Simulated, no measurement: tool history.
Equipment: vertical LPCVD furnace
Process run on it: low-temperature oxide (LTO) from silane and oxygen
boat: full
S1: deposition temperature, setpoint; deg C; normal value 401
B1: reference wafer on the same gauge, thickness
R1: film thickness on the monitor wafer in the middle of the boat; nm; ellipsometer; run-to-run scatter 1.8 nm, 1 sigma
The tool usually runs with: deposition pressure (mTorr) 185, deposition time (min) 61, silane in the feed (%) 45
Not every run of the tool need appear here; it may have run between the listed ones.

run 1 hour=0 | S1=401 deposition_pressure_(mTorr)=185 deposition_time_(min)=61 silane_in_the_feed_(%)=50 | B1=566.62 | R1=661.64
run 2 hour=33.6 | S1=401 deposition_pressure_(mTorr)=185 deposition_time_(min)=61 silane_in_the_feed_(%)=50 | B1=567.7 | R1=667.33
run 3 hour=51.7 | S1=401 deposition_pressure_(mTorr)=185 deposition_time_(min)=61 silane_in_the_feed_(%)=50 | B1=567.32 | R1=663.04
run 4 hour=75.7 | S1=401 deposition_pressure_(mTorr)=185 deposition_time_(min)=61 silane_in_the_feed_(%)=48 | B1=566.82 | R1=638.03
run 5 hour=92.5 | S1=401 deposition_pressure_(mTorr)=185 deposition_time_(min)=61 silane_in_the_feed_(%)=45 | B1=567.51 | R1=600.95
run 6 hour=116.1 | S1=401 deposition_pressure_(mTorr)=185 deposition_time_(min)=61 silane_in_the_feed_(%)=45 | B1=566.67 | R1=604.23
run 7 hour=144.3 | S1=401 deposition_pressure_(mTorr)=185 deposition_time_(min)=61 silane_in_the_feed_(%)=45 | B1=566.4 | R1=604.24
run 8 hour=164.2 | S1=401 deposition_pressure_(mTorr)=185 deposition_time_(min)=61 silane_in_the_feed_(%)=45 | B1=566.75 | R1=601.61
run 9 hour=192.9 | S1=401 deposition_pressure_(mTorr)=185 deposition_time_(min)=61 silane_in_the_feed_(%)=45 | B1=567.19 | R1=606.83
-- hour=228.3 pressure gauge zeroed
run 10 hour=228.8 | S1=401 deposition_pressure_(mTorr)=185 deposition_time_(min)=61 silane_in_the_feed_(%)=45 | B1=566.57 | R1=580.32
-- hour=232.1 gauge calibrated
-- hour=299.8 thermocouples replaced and temperature profile calibrated
run 11 hour=310.9 | S1=407 deposition_pressure_(mTorr)=185 deposition_time_(min)=61 silane_in_the_feed_(%)=45 | B1=567.07 | R1=619.7
run 12 hour=326.6 | S1=407 deposition_pressure_(mTorr)=185 deposition_time_(min)=61 silane_in_the_feed_(%)=45 | B1=567.06 | R1=617.51
run 13 hour=345.8 | S1=398 deposition_pressure_(mTorr)=205 deposition_time_(min)=73 silane_in_the_feed_(%)=45 | B1=566.92 | R1=746.36
run 14 hour=376.1 | S1=395 deposition_pressure_(mTorr)=230 deposition_time_(min)=76 silane_in_the_feed_(%)=50 | B1=566.72 | R1=928.5
run 15 hour=411.5 | S1=401 deposition_pressure_(mTorr)=165 deposition_time_(min)=76 silane_in_the_feed_(%)=45 | B1=566.69 | R1=646.97
run 16 hour=447.3 | S1=405 deposition_pressure_(mTorr)=170 deposition_time_(min)=43.5 silane_in_the_feed_(%)=50 | B1=566.32 | R1=435.78
run 17 hour=460 | S1=408 deposition_pressure_(mTorr)=225 deposition_time_(min)=72.5 silane_in_the_feed_(%)=45 | B1=567.69 | R1=897.27
-- hour=501.1 silane flow controller replaced
run 18 hour=501.6 | S1=401 deposition_pressure_(mTorr)=205 deposition_time_(min)=61 silane_in_the_feed_(%)=45 | B1=567.33 | R1=639.63
run 19 hour=531.9 | S1=401 deposition_pressure_(mTorr)=185 deposition_time_(min)=61 silane_in_the_feed_(%)=45 | B1=566.56 | R1=579.44
run 20 hour=549.3 | S1=407 deposition_pressure_(mTorr)=215 deposition_time_(min)=41 silane_in_the_feed_(%)=47 | B1=567.32 | R1=502.93
run 21 hour=584.3 | S1=401 deposition_pressure_(mTorr)=185 deposition_time_(min)=61 silane_in_the_feed_(%)=45 | B1=566.85 | R1=585.48
run 22 hour=609.3 | S1=395 deposition_pressure_(mTorr)=210 deposition_time_(min)=81.5 silane_in_the_feed_(%)=45 | B1=566.86 | R1=826.62
run 23 hour=640.2 | S1=401 deposition_pressure_(mTorr)=185 deposition_time_(min)=61 silane_in_the_feed_(%)=45 | B1=566.49 | R1=583.55
run 24 hour=661.9 | S1=401 deposition_pressure_(mTorr)=170 deposition_time_(min)=61 silane_in_the_feed_(%)=45 | B1=567.17 | R1=539.47
run 25 hour=697.2 | S1=401 deposition_pressure_(mTorr)=160 deposition_time_(min)=61 silane_in_the_feed_(%)=45 | B1=566.93 | R1=506.33

Consider 5 possible next runs. They are alternatives, not a sequence: every one starts from the tool as it was left by run 25. What does each give?
run A hour=701.1 | S1=401 deposition_pressure_(mTorr)=185 deposition_time_(min)=61 silane_in_the_feed_(%)=45 | B1=? | R1=?
run B hour=701.1 | S1=401 deposition_pressure_(mTorr)=225 deposition_time_(min)=48 silane_in_the_feed_(%)=45 | B1=? | R1=?
run C hour=701.1 | S1=401 deposition_pressure_(mTorr)=150 deposition_time_(min)=61 silane_in_the_feed_(%)=42 | B1=? | R1=?
run D hour=701.1 | S1=405 deposition_pressure_(mTorr)=205 deposition_time_(min)=68 silane_in_the_feed_(%)=50 | B1=? | R1=?
run E hour=701.1 | S1=390 deposition_pressure_(mTorr)=220 deposition_time_(min)=68 silane_in_the_feed_(%)=45 | B1=? | R1=?

run=A B1=566.72 R1=583.42
run=B B1=566.72 R1=557.51
run=C B1=566.72 R1=440.17
run=D B1=566.72 R1=826.33
run=E B1=566.72 R1=685.88
Without the tool's unlogged condition, the same runs would have read:
run=A R1=578.52
run=B R1=553.65
run=C R1=435.62
run=D R1=820.07
run=E R1=681.03

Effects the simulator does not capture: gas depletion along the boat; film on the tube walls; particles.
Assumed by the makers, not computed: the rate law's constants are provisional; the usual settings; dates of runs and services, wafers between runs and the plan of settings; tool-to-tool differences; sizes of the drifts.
